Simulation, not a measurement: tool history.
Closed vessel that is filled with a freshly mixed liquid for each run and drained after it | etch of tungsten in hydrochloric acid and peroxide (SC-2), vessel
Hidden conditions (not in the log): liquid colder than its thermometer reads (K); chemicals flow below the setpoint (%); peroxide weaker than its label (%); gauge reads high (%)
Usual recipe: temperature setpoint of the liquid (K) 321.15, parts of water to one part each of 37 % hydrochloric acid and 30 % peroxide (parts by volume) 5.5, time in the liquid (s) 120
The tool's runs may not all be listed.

| run | hour | temperature setpoint of the liquid (K) | parts of water to one part each of 37 % hydrochloric acid and 30 % peroxide (parts by volume) | time in the liquid (s) | wafers since the last listed run | hours since the thermometer was replaced | hours since the chemicals flow meter was replaced | hours since the drum of peroxide was connected | hours since the gauge calibration | read-back film thickness of the tungsten reference wafer, read on the same gauge (nm) | thickness taken off the tungsten on a monitor wafer (angstrom) |
|---|---|---|---|---|---|---|---|---|---|---|---|
| 1 | 0 | 321.15 | 5.5 | 120 | 0 | 780.5 | 1377 | 373.3 | 513.7 | 150.01 | 278.7 |
|  | 15.2 | new drum of peroxide connected |
| 2 | 36.8 | 321.15 | 5.5 | 120 | 2268 | 817.3 | 1413.8 | 21.6 | 550.5 | 149.97 | 281.8 |
| 3 | 125.4 | 321.15 | 5.5 | 120 | 5613 | 905.9 | 1502.4 | 110.2 | 639.1 | 150 | 281.7 |
| 4 | 195.2 | 321.15 | 5.5 | 120 | 4422 | 975.7 | 1572.2 | 180 | 708.9 | 150.01 | 280.6 |
| 5 | 286.3 | 321.15 | 5.5 | 120 | 5771 | 1066.8 | 1663.3 | 271.1 | 800 | 150.01 | 275.4 |
| 6 | 339.6 | 321.15 | 5.5 | 120 | 3376 | 1120.1 | 1716.6 | 324.4 | 853.3 | 149.98 | 272.7 |
|  | 349.6 | gauge calibrated |
| 7 | 445.3 | 321.15 | 5.5 | 120 | 6696 | 1225.8 | 1822.3 | 430.1 | 95.7 | 150.01 | 271.8 |
|  | 449.5 | thermometer replaced |
|  | 476.1 | chemicals flow meter replaced |
|  | 478.2 | new drum of peroxide connected |
| 8 | 522.5 | 321.15 | 5.5 | 120 | 4700 | 73 | 46.4 | 44.3 | 172.9 | 150 | 299 |
| 9 | 591.6 | 321.15 | 5.5 | 120 | 4377 | 142.1 | 115.5 | 113.4 | 242 | 150 | 298.8 |
| 10 | 637.5 | 317.15 | 7.5 | 140 | 2907 | 188 | 161.4 | 159.3 | 287.9 | 149.99 | 208.5 |
| 11 | 704.5 | 321.15 | 5.5 | 120 | 4244 | 255 | 228.4 | 226.3 | 354.9 | 149.99 | 292.9 |
| 12 | 753.2 | 326.65 | 6.5 | 120 | 3085 | 303.7 | 277.1 | 275 | 403.6 | 149.99 | 372 |
| 13 | 791.7 | 321.15 | 8 | 120 | 2439 | 342.2 | 315.6 | 313.5 | 442.1 | 150.01 | 217.9 |
| 14 | 850.6 | 311.65 | 5.5 | 75 | 3731 | 401.1 | 374.5 | 372.4 | 501 | 150 | 94.1 |
| 15 | 911.2 | 314.65 | 5.5 | 120 | 3839 | 461.7 | 435.1 | 433 | 561.6 | 149.98 | 184.9 |

How would selected steps in thickness taken off the tungsten on a monitor wafer (angstrom) from run to run divide? Give the signed amount a tool lacking its hidden state would still show from settings, what came in and random variation, and the signed amount left for the hidden state, including any gauge scatter that is not in both of the compared results.
Run 7 -> 8: thermometer replaced, chemicals flow meter replaced, new drum of peroxide connected. thickness taken off the tungsten on a monitor wafer (angstrom) +27.2: hidden state +28.1, all else -0.9.
Run 12 -> 13: temperature setpoint of the liquid (K) 326.65 -> 321.15, parts of water to one part each of 37 % hydrochloric acid and 30 % peroxide (parts by volume) 6.5 -> 8. thickness taken off the tungsten on a monitor wafer (angstrom) -154.1: hidden state +4.9, all else -159.

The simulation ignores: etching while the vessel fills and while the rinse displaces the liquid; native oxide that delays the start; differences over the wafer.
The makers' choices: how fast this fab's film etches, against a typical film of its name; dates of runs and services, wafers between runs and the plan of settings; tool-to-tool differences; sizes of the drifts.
